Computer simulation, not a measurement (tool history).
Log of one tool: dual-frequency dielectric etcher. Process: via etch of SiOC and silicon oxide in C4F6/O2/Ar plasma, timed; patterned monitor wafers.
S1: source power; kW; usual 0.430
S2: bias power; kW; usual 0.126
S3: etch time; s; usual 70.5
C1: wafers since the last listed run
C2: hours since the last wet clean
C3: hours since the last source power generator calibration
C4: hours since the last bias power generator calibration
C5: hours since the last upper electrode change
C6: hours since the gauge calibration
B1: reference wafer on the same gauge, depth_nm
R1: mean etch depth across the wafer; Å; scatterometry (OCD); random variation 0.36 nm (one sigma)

| run | hour | S1 | S2 | S3 | C1 | C2 | C3 | C4 | C5 | C6 | B1 | R1 |
|---|---|---|---|---|---|---|---|---|---|---|---|---|
| 1 | 0.0 | 0.450 | 0.126 | 70.5 | 0 | 292.6 | 3463.7 | 828.2 | 4081.7 | 229.9 | 64.4 | 792 |
|  | 29.5 | wet clean of the chamber |
| 2 | 30.0 | 0.430 | 0.140 | 70.5 | 83 | 0.5 | 3493.7 | 858.2 | 4111.7 | 259.9 | 64.5 | 805 |
| 3 | 83.2 | 0.430 | 0.140 | 70.5 | 741 | 53.7 | 3546.9 | 911.4 | 4164.9 | 313.1 | 64.6 | 807 |
| 4 | 142.1 | 0.340 | 0.117 | 70.5 | 820 | 112.6 | 3605.8 | 970.3 | 4223.8 | 372.0 | 64.7 | 701 |
| 5 | 177.4 | 0.430 | 0.126 | 70.5 | 491 | 147.9 | 3641.1 | 1005.6 | 4259.1 | 407.3 | 64.8 | 786 |
| 6 | 207.6 | 0.430 | 0.126 | 70.5 | 420 | 178.1 | 3671.3 | 1035.8 | 4289.3 | 437.5 | 64.8 | 777 |
| 7 | 258.2 | 0.480 | 0.126 | 70.5 | 705 | 228.7 | 3721.9 | 1086.4 | 4339.9 | 488.1 | 64.9 | 818 |
| 8 | 291.8 | 0.480 | 0.126 | 70.5 | 468 | 262.3 | 3755.5 | 1120.0 | 4373.5 | 521.7 | 64.8 | 812 |
| 9 | 319.8 | 0.480 | 0.126 | 70.5 | 390 | 290.3 | 3783.5 | 1148.0 | 4401.5 | 549.7 | 64.8 | 811 |
|  | 347.9 | wet clean of the chamber |
| 10 | 389.6 | 0.430 | 0.126 | 70.5 | 638 | 41.7 | 3853.3 | 1217.8 | 4471.3 | 619.5 | 64.9 | 785 |
| 11 | 427.1 | 0.430 | 0.126 | 90.0 | 522 | 79.2 | 3890.8 | 1255.3 | 4508.8 | 657.0 | 64.9 | 992 |
| 12 | 492.9 | 0.350 | 0.144 | 62.0 | 917 | 145.0 | 3956.6 | 1321.1 | 4574.6 | 722.8 | 65.0 | 664 |
|  | 506.6 | source power generator calibrated |
|  | 512.4 | gauge calibrated |
| 13 | 532.2 | 0.510 | 0.126 | 85.0 | 491 | 184.3 | 25.6 | 1360.4 | 4613.9 | 19.8 | 63.6 | 977 |
|  | 607.1 | upper electrode replaced |
| 14 | 607.6 | 0.430 | 0.126 | 70.5 | 716 | 259.7 | 101.0 | 1435.8 | 0.5 | 95.2 | 64.1 | 775 |
| 15 | 642.1 | 0.470 | 0.095 | 56.0 | 480 | 294.2 | 135.5 | 1470.3 | 35.0 | 129.7 | 64.1 | 591 |
|  | 653.0 | bias power generator calibrated |
|  | 695.0 | wet clean of the chamber |
| 16 | 695.5 | 0.430 | 0.126 | 70.5 | 354 | 0.5 | 188.9 | 42.5 | 88.4 | 183.1 | 64.3 | 774 |
| 17 | 719.0 | 0.390 | 0.126 | 70.5 | 327 | 24.0 | 212.4 | 66.0 | 111.9 | 206.6 | 64.2 | 754 |
| 18 | 891.2 | 0.430 | 0.152 | 70.5 | 2400 | 196.2 | 384.6 | 238.2 | 284.1 | 378.8 | 64.6 | 825 |

4 ways to go on from here, each from the tool as it stands after run 18. What would each give?
| A | 891.6 | 0.430 | 0.126 | 56.5 | 5 | 196.6 | 385.0 | 238.6 | 284.5 | 379.2 | ? | ? |
| B | 891.6 | 0.340 | 0.126 | 70.5 | 5 | 196.6 | 385.0 | 238.6 | 284.5 | 379.2 | ? | ? |
| C | 891.6 | 0.320 | 0.126 | 88.5 | 5 | 196.6 | 385.0 | 238.6 | 284.5 | 379.2 | ? | ? |
| D | 891.6 | 0.500 | 0.142 | 70.5 | 5 | 196.6 | 385.0 | 238.6 | 284.5 | 379.2 | ? | ? |

| run | B1 | R1 |
|---|---|---|
| A | 64.6 | 629 |
| B | 64.6 | 722 |
| C | 64.6 | 888 |
| D | 64.6 | 859 |
Without the tool's hidden state the same runs would have given:
| run | R1 |
|---|---|
| A | 618 |
| B | 710 |
| C | 872 |
| D | 844 |

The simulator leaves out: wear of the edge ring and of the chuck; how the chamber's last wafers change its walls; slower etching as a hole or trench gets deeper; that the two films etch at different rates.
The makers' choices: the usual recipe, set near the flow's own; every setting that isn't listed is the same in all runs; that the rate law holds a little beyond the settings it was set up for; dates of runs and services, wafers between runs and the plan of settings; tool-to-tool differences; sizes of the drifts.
